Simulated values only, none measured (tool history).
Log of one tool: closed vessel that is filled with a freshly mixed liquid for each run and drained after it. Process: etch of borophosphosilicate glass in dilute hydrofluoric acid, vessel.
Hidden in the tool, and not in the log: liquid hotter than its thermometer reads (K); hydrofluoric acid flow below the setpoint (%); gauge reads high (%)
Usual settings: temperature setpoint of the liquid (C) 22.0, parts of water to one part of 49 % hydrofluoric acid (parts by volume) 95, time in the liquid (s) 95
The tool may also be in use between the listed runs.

run	hour	temperature setpoint of the liquid (C)	parts of water to one part of 49 % hydrofluoric acid (parts by volume)	time in the liquid (s)	wafers since the last listed run	hours since the thermometer was replaced	hours since the hydrofluoric acid flow meter was replaced	hours since the gauge calibration	read-back film thickness of the borophosphosilicate glass reference wafer, read on the same gauge (nm)	thickness taken off the borophosphosilicate glass on a monitor wafer (nm)
1	0.0	22.0	95	95	0	3191.0	1228.3	55.3	119.98	50.57
2	8.8	22.0	95	95	641	3199.8	1237.1	64.1	119.97	50.14
3	21.3	22.0	95	95	911	3212.3	1249.6	76.6	120.01	50.10
4	36.9	22.0	95	95	1137	3227.9	1265.2	92.2	120.01	50.20
5	51.5	22.0	95	95	1064	3242.5	1279.8	106.8	120.01	50.01
6	57.7	22.0	95	95	452	3248.7	1286.0	113.0	120.04	49.86
7	67.7	22.0	95	95	729	3258.7	1296.0	123.0	119.99	50.05
8	82.9	22.0	95	95	1108	3273.9	1311.2	138.2	119.95	49.76
9	98.4	22.0	95	95	1130	3289.4	1326.7	153.7	119.99	49.94
10	105.7	22.0	95	95	532	3296.7	1334.0	161.0	119.98	49.86
# hour 113.2: gauge calibrated
11	115.8	22.0	80	95	736	3306.8	1344.1	2.6	120.01	60.45
12	123.7	24.0	50	80	576	3314.7	1352.0	10.5	120.05	91.99
13	132.0	22.0	95	95	605	3323.0	1360.3	18.8	120.03	49.66
# hour 142.1: hydrofluoric acid flow meter replaced
14	147.0	22.0	95	95	1020	3338.0	4.9	33.8	120.04	56.50
# hour 151.3: thermometer replaced
15	161.1	22.0	95	95	955	9.8	19.0	47.9	119.94	56.68
16	173.8	22.0	95	95	926	22.5	31.7	60.6	119.97	56.33
17	189.5	23.5	95	95	1144	38.2	47.4	76.3	120.02	59.84
18	196.8	17.5	95	120	532	45.5	54.7	83.6	120.03	58.88
19	204.3	19.5	110	70	546	53.0	62.2	91.1	119.98	31.94
20	215.2	20.0	115	75	794	63.9	73.1	102.0	119.99	33.01

The tool's hidden state at each run:
liquid hotter than its thermometer reads (K): 0 in every run
gauge reads high (%): 0 in every run
H1: hydrofluoric acid flow below the setpoint (%)
run	H1
1	11.6
2	11.7
3	11.8
4	11.9
5	12
6	12.1
7	12.2
8	12.3
9	12.4
10	12.5
11	12.5
12	12.6
13	12.7
14	1.91
15	2.02
16	2.12
17	2.25
18	2.3
19	2.36
20	2.45
